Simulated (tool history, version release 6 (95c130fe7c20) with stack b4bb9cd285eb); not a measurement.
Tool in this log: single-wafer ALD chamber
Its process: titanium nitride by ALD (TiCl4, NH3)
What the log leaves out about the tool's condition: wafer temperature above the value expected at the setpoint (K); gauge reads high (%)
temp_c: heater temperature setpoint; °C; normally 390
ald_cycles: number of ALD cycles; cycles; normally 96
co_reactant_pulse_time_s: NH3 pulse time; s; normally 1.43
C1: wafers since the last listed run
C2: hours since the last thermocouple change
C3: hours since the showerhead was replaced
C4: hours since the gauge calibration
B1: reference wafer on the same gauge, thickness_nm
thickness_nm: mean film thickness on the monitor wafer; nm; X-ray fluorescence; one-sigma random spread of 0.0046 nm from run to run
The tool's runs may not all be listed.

Run 1, hour 0.0: usual settings; C1 0; C2 1885.7; C3 4478.4; C4 539.7; B1 1.642. Result: thickness_nm 1.822 nm.
Run 2, hour 12.1: usual settings; C1 24; C2 1897.8; C3 4490.5; C4 551.8; B1 1.642. Result: thickness_nm 1.821 nm.
Run 3, hour 33.2: usual settings; C1 42; C2 1918.9; C3 4511.6; C4 572.9; B1 1.642. Result: thickness_nm 1.815 nm.
Run 4, hour 62.5: usual settings; C1 58; C2 1948.2; C3 4540.9; C4 602.2; B1 1.641. Result: thickness_nm 1.827 nm.
Run 5, hour 81.8: usual settings; C1 38; C2 1967.5; C3 4560.2; C4 621.5; B1 1.639. Result: thickness_nm 1.822 nm.
Run 6, hour 96.1: usual settings; C1 28; C2 1981.8; C3 4574.5; C4 635.8; B1 1.640. Result: thickness_nm 1.817 nm.
Run 7, hour 177.1: usual settings; C1 162; C2 2062.8; C3 4655.5; C4 716.8; B1 1.638. Result: thickness_nm 1.812 nm.
Run 8, hour 199.0: usual settings; C1 43; C2 2084.7; C3 4677.4; C4 738.7; B1 1.638. Result: thickness_nm 1.812 nm.
Run 9, hour 228.3: usual settings; C1 58; C2 2114.0; C3 4706.7; C4 768.0; B1 1.639. Result: thickness_nm 1.812 nm.
Run 10, hour 254.0: usual settings; C1 51; C2 2139.7; C3 4732.4; C4 793.7; B1 1.640. Result: thickness_nm 1.801 nm.
Run 11, hour 279.9: usual settings; C1 51; C2 2165.6; C3 4758.3; C4 819.6; B1 1.637. Result: thickness_nm 1.805 nm.
Run 12, hour 302.1: usual settings; C1 44; C2 2187.8; C3 4780.5; C4 841.8; B1 1.637. Result: thickness_nm 1.816 nm.
Run 13, hour 321.6: usual settings; C1 39; C2 2207.3; C3 4800.0; C4 861.3; B1 1.637. Result: thickness_nm 1.807 nm.
Run 14, hour 336.8: usual settings; C1 30; C2 2222.5; C3 4815.2; C4 876.5; B1 1.635. Result: thickness_nm 1.804 nm.
Run 15, hour 413.4: usual settings but temp_c 399 °C; C1 153; C2 2299.1; C3 4891.8; C4 953.1; B1 1.636. Result: thickness_nm 1.822 nm.
Run 16, hour 426.5: usual settings but temp_c 399 °C; C1 26; C2 2312.2; C3 4904.9; C4 966.2; B1 1.637. Result: thickness_nm 1.830 nm.
Run 17, hour 461.0: usual settings but co_reactant_pulse_time_s 1.57 s; C1 69; C2 2346.7; C3 4939.4; C4 1000.7; B1 1.634. Result: thickness_nm 1.829 nm.
At hour 471.1: showerhead replaced.
Run 18, hour 493.7: usual settings but co_reactant_pulse_time_s 1.57 s; C1 49; C2 2379.4; C3 22.6; C4 1033.4; B1 1.637. Result: thickness_nm 1.821 nm.
Run 19, hour 540.4: usual settings but co_reactant_pulse_time_s 1.57 s; C1 93; C2 2426.1; C3 69.3; C4 1080.1; B1 1.634. Result: thickness_nm 1.815 nm.
At hour 557.6: gauge calibrated.
Run 20, hour 562.0: usual settings but ald_cycles 83 cycles, co_reactant_pulse_time_s 1.24 s; C1 43; C2 2447.7; C3 90.9; C4 4.4; B1 1.670. Result: thickness_nm 1.581 nm.
Run 21, hour 576.6: usual settings but temp_c 384 °C, ald_cycles 112 cycles, co_reactant_pulse_time_s 1.91 s; C1 29; C2 2462.3; C3 105.5; C4 19.0; B1 1.668. Result: thickness_nm 2.178 nm.
Run 22, hour 608.6: usual settings but co_reactant_pulse_time_s 1.04 s; C1 64; C2 2494.3; C3 137.5; C4 51.0; B1 1.665. Result: thickness_nm 1.796 nm.
Run 23, hour 621.1: usual settings but ald_cycles 89 cycles; C1 25; C2 2506.8; C3 150.0; C4 63.5; B1 1.664. Result: thickness_nm 1.701 nm.
Run 24, hour 641.6: usual settings; C1 41; C2 2527.3; C3 170.5; C4 84.0; B1 1.662. Result: thickness_nm 1.842 nm.
Run 25, hour 668.8: usual settings; C1 54; C2 2554.5; C3 197.7; C4 111.2; B1 1.660. Result: thickness_nm 1.843 nm.
At hour 682.2: thermocouple changed; heater temperature recalibrated.
Run 26, hour 682.7: usual settings; C1 11; C2 0.5; C3 211.6; C4 125.1; B1 1.658. Result: thickness_nm 1.833 nm.
Run 27, hour 710.9: usual settings but temp_c 376 °C, co_reactant_pulse_time_s 1.94 s; C1 56; C2 28.7; C3 239.8; C4 153.3; B1 1.655. Result: thickness_nm 1.842 nm.
Run 28, hour 724.7: usual settings but temp_c 380 °C, ald_cycles 88 cycles; C1 27; C2 42.5; C3 253.6; C4 167.1; B1 1.655. Result: thickness_nm 1.662 nm.
Run 29, hour 757.1: usual settings but temp_c 385 °C, ald_cycles 103 cycles, co_reactant_pulse_time_s 1.08 s; C1 64; C2 74.9; C3 286.0; C4 199.5; B1 1.652. Result: thickness_nm 1.904 nm.
Run 30, hour 770.8: usual settings but temp_c 376 °C, ald_cycles 86 cycles, co_reactant_pulse_time_s 1.22 s; C1 27; C2 88.6; C3 299.7; C4 213.2; B1 1.653. Result: thickness_nm 1.591 nm.
Run 31, hour 801.0: usual settings but temp_c 376 °C, ald_cycles 82 cycles, co_reactant_pulse_time_s 1.81 s; C1 60; C2 118.8; C3 329.9; C4 243.4; B1 1.652. Result: thickness_nm 1.564 nm.
Run 32, hour 837.0: usual settings but ald_cycles 89 cycles; C1 72; C2 154.8; C3 365.9; C4 279.4; B1 1.649. Result: thickness_nm 1.697 nm.
Run 33, hour 863.7: usual settings but temp_c 384 °C, ald_cycles 89 cycles, co_reactant_pulse_time_s 1.17 s; C1 53; C2 181.5; C3 392.6; C4 306.1; B1 1.648. Result: thickness_nm 1.650 nm.
Run 34, hour 876.5: usual settings; C1 25; C2 194.3; C3 405.4; C4 318.9; B1 1.649. Result: thickness_nm 1.820 nm.
Run 35, hour 897.6: usual settings but temp_c 397 °C; C1 42; C2 215.4; C3 426.5; C4 340.0; B1 1.646. Result: thickness_nm 1.833 nm.
Run 36, hour 925.7: usual settings but temp_c 380 °C; C1 56; C2 243.5; C3 454.6; C4 368.1; B1 1.645. Result: thickness_nm 1.794 nm.
Run 37, hour 938.1: usual settings but temp_c 385 °C, ald_cycles 102 cycles, co_reactant_pulse_time_s 0.97 s; C1 24; C2 255.9; C3 467.0; C4 380.5; B1 1.644. Result: thickness_nm 1.864 nm.
Run 38, hour 967.6: usual settings; C1 59; C2 285.4; C3 496.5; C4 410.0; B1 1.644. Result: thickness_nm 1.810 nm.
Run 39, hour 998.1: usual settings but temp_c 399 °C; C1 61; C2 315.9; C3 527.0; C4 440.5; B1 1.643. Result: thickness_nm 1.831 nm.
Run 40, hour 1024.0: usual settings; C1 51; C2 341.8; C3 552.9; C4 466.4; B1 1.644. Result: thickness_nm 1.819 nm.
Run 41, hour 1037.4: usual settings but temp_c 384 °C, ald_cycles 91 cycles, co_reactant_pulse_time_s 1.79 s; C1 26; C2 355.2; C3 566.3; C4 479.8; B1 1.641. Result: thickness_nm 1.734 nm.

Here are 3 independent what-if runs from the current tool condition. What would each one return?
Run A, hour 1038.0: usual settings; C1 1; C2 355.8; C3 566.9; C4 480.4; B1 ?. Result: thickness_nm ?.
Run B, hour 1038.0: usual settings but temp_c 394 °C; C1 1; C2 355.8; C3 566.9; C4 480.4; B1 ?. Result: thickness_nm ?.
Run C, hour 1038.0: usual settings but temp_c 377 °C, ald_cycles 102 cycles, co_reactant_pulse_time_s 0.94 s; C1 1; C2 355.8; C3 566.9; C4 480.4; B1 ?. Result: thickness_nm ?.

run     B1  thickness_nm
  A  1.642         1.818
  B  1.642         1.825
  C  1.642         1.829
With the hidden condition removed and each run's random variation left untouched, the same runs would have given:
run  thickness_nm
  A         1.849
  B         1.857
  C         1.861
